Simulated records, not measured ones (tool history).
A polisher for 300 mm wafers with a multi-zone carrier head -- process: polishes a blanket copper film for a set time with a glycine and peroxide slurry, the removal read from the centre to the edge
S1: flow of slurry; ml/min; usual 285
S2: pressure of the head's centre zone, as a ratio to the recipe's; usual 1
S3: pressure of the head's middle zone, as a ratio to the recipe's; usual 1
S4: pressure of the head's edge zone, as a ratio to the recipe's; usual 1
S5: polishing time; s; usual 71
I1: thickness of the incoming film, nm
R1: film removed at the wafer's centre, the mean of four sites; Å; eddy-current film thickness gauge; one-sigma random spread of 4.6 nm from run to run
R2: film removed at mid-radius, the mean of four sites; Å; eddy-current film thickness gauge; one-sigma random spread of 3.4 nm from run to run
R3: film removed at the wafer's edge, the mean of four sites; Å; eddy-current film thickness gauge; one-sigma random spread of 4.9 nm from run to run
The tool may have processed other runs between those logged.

run,hour,S1,S2,S3,S4,S5,I1,R1,R2,R3
1,0,285,1,1,1,71,1350.6,3010,3284,3265
# hour 17.2: worn pad replaced by a new one
# hour 41.5: edge zone pressure recalibrated
2,68.1,285,1,1,1,71,1337.1,2995,3225,3262
3,113.5,285,1,1,1,71,1341,2937,3167,3300
4,172.2,285,1,1,1,71,1336.2,2871,3109,3252
# hour 258.7: worn pad replaced by a new one
5,303.5,285,1,1,1,79,1319.1,3161,3411,3569
# hour 321.3: centre zone pressure recalibrated
6,361.3,285,1,1,0.92,71,1355.3,3070,3108,3111
7,387.9,285,1,1,0.92,71,1351.4,3043,3057,3091
# hour 443.4: edge zone pressure recalibrated
# hour 444.4: carrier head's membrane replaced by a new one
8,459.3,285,1,1,0.92,71,1342.8,3044,3084,3074
# hour 478.4: worn pad replaced by a new one
9,503.2,285,1,1,0.93,71,1314.3,3016,3080,3059
10,642.5,350,0.92,1,1.11,81,1318.4,3236,3677,3896
# hour 675.9: slurry nozzle cleaned
11,706.7,285,1.03,1,1,71,1325.6,3365,3320,3314
# hour 722.4: worn pad replaced by a new one
12,740.5,285,1.03,1,1,71,1351.9,3313,3315,3360

Run 13, settings as shown, results not yet in. Your forecast:
13,780,285,0.96,0.9,1.07,71,1357.1,?,?,?

Run 13 produced R1 3085 Å, R2 3075 Å, R3 3455 Å.
With the hidden condition absent and the run-to-run variation left alone, this run would have shown R1 3246 Å, R2 3130 Å, R3 3503 Å.

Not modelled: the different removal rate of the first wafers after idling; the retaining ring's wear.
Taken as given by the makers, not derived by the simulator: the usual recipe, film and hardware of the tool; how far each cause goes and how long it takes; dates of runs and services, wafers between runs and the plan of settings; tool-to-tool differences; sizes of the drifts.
